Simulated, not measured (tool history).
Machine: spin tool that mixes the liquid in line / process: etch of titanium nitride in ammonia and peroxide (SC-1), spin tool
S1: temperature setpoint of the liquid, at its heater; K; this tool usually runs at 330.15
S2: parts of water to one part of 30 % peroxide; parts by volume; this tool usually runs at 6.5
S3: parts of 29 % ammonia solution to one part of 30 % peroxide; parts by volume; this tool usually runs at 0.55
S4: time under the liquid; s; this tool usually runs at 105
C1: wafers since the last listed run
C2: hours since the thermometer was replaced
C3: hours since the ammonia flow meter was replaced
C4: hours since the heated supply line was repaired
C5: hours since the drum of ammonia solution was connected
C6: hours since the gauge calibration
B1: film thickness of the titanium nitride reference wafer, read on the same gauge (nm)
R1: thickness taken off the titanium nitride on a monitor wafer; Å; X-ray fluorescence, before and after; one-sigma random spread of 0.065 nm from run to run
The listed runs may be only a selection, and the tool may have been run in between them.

Run 1, hour 0.0: usual settings; C1 0; C2 34.9; C3 1098.4; C4 19.9; C5 1063.6; C6 91.3; B1 30.00. Result: R1 125.2 Å.
Run 2, hour 16.7: usual settings; C1 122; C2 51.6; C3 1115.1; C4 36.6; C5 1080.3; C6 108.0; B1 29.99. Result: R1 125.8 Å.
At hour 22.8: new drum of ammonia solution connected.
Run 3, hour 31.8: usual settings; C1 103; C2 66.7; C3 1130.2; C4 51.7; C5 9.0; C6 123.1; B1 30.01. Result: R1 126.4 Å.
Run 4, hour 47.2: usual settings but S4 85 s; C1 112; C2 82.1; C3 1145.6; C4 67.1; C5 24.4; C6 138.5; B1 30.00. Result: R1 102.0 Å.
Run 5, hour 61.7: usual settings but S1 334.15 K, S4 60 s; C1 106; C2 96.6; C3 1160.1; C4 81.6; C5 38.9; C6 153.0; B1 29.99. Result: R1 93.4 Å.
Run 6, hour 72.8: usual settings but S2 9.0 parts by volume, S4 80 s; C1 81; C2 107.7; C3 1171.2; C4 92.7; C5 50.0; C6 164.1; B1 30.01. Result: R1 80.5 Å.
Run 7, hour 87.6: usual settings but S4 75 s; C1 108; C2 122.5; C3 1186.0; C4 107.5; C5 64.8; C6 178.9; B1 30.01. Result: R1 88.9 Å.
Run 8, hour 101.0: usual settings but S3 0.85 parts by volume; C1 98; C2 135.9; C3 1199.4; C4 120.9; C5 78.2; C6 192.3; B1 30.02. Result: R1 131.8 Å.
Run 9, hour 115.5: usual settings but S2 8.0 parts by volume, S4 85 s; C1 106; C2 150.4; C3 1213.9; C4 135.4; C5 92.7; C6 206.8; B1 30.01. Result: R1 90.5 Å.
Run 10, hour 127.4: usual settings but S2 5.0 parts by volume, S3 0.45 parts by volume; C1 87; C2 162.3; C3 1225.8; C4 147.3; C5 104.6; C6 218.7; B1 29.99. Result: R1 135.8 Å.
Run 11, hour 143.3: usual settings; C1 116; C2 178.2; C3 1241.7; C4 163.2; C5 120.5; C6 234.6; B1 29.99. Result: R1 124.2 Å.
Run 12, hour 155.7: usual settings but S1 327.15 K, S4 65 s; C1 90; C2 190.6; C3 1254.1; C4 175.6; C5 132.9; C6 247.0; B1 30.02. Result: R1 62.8 Å.
Run 13, hour 168.7: usual settings; C1 95; C2 203.6; C3 1267.1; C4 188.6; C5 145.9; C6 260.0; B1 29.99. Result: R1 123.7 Å.
At hour 174.0: gauge calibrated.
Run 14, hour 176.0: usual settings but S1 333.65 K, S2 8.5 parts by volume, S3 0.85 parts by volume, S4 125 s; C1 53; C2 210.9; C3 1274.4; C4 195.9; C5 153.2; C6 2.0; B1 29.99. Result: R1 172.0 Å.
At hour 181.0: ammonia flow meter replaced.
Run 15, hour 191.7: usual settings but S2 8.5 parts by volume; C1 107; C2 226.6; C3 10.7; C4 211.6; C5 168.9; C6 17.7; B1 29.99. Result: R1 107.8 Å.
Run 16, hour 208.8: usual settings but S2 5.5 parts by volume, S3 0.65 parts by volume; C1 125; C2 243.7; C3 27.8; C4 228.7; C5 186.0; C6 34.8; B1 30.00. Result: R1 136.9 Å.
Run 17, hour 220.3: usual settings; C1 84; C2 255.2; C3 39.3; C4 240.2; C5 197.5; C6 46.3; B1 30.00. Result: R1 123.5 Å.
Run 18, hour 232.0: usual settings but S1 335.65 K; C1 85; C2 266.9; C3 51.0; C4 251.9; C5 209.2; C6 58.0; B1 29.98. Result: R1 173.7 Å.
Run 19, hour 242.4: usual settings but S1 333.65 K, S2 8.0 parts by volume; C1 76; C2 277.3; C3 61.4; C4 262.3; C5 219.6; C6 68.4; B1 29.99. Result: R1 138.8 Å.
Run 20, hour 256.3: usual settings but S1 325.65 K, S2 5.0 parts by volume, S3 0.80 parts by volume, S4 125 s; C1 101; C2 291.2; C3 75.3; C4 276.2; C5 233.5; C6 82.3; B1 30.00. Result: R1 127.6 Å.
Run 21, hour 265.8: usual settings but S2 6.0 parts by volume; C1 69; C2 300.7; C3 84.8; C4 285.7; C5 243.0; C6 91.8; B1 30.01. Result: R1 127.8 Å.
Run 22, hour 273.5: usual settings; C1 56; C2 308.4; C3 92.5; C4 293.4; C5 250.7; C6 99.5; B1 30.00. Result: R1 121.3 Å.
Run 23, hour 286.9: usual settings but S3 0.75 parts by volume, S4 135 s; C1 98; C2 321.8; C3 105.9; C4 306.8; C5 264.1; C6 112.9; B1 29.99. Result: R1 164.2 Å.
Run 24, hour 296.3: usual settings but S1 321.15 K; C1 68; C2 331.2; C3 115.3; C4 316.2; C5 273.5; C6 122.3; B1 30.02. Result: R1 65.0 Å.

Alternative continuations, all from the tool just after run 24; predict every row:
Run A, hour 296.7: usual settings; C1 2; C2 331.6; C3 115.7; C4 316.6; C5 273.9; C6 122.7; B1 ?. Result: R1 ?.
Run B, hour 296.7: usual settings but S2 8.0 parts by volume; C1 2; C2 331.6; C3 115.7; C4 316.6; C5 273.9; C6 122.7; B1 ?. Result: R1 ?.
Run C, hour 296.7: usual settings but S1 320.15 K, S3 0.70 parts by volume; C1 2; C2 331.6; C3 115.7; C4 316.6; C5 273.9; C6 122.7; B1 ?. Result: R1 ?.
Run D, hour 296.7: usual settings but S2 5.5 parts by volume, S3 0.30 parts by volume, S4 50 s; C1 2; C2 331.6; C3 115.7; C4 316.6; C5 273.9; C6 122.7; B1 ?. Result: R1 ?.

run     B1     R1
  A  29.99  120.9
  B  29.99  109.1
  C  29.99   62.8
  D  29.99   56.4
Stripped of hidden state, with their random variation kept, the same runs would have yielded:
run     R1
  A  128.5
  B  115.9
  C   67.0
  D   60.0
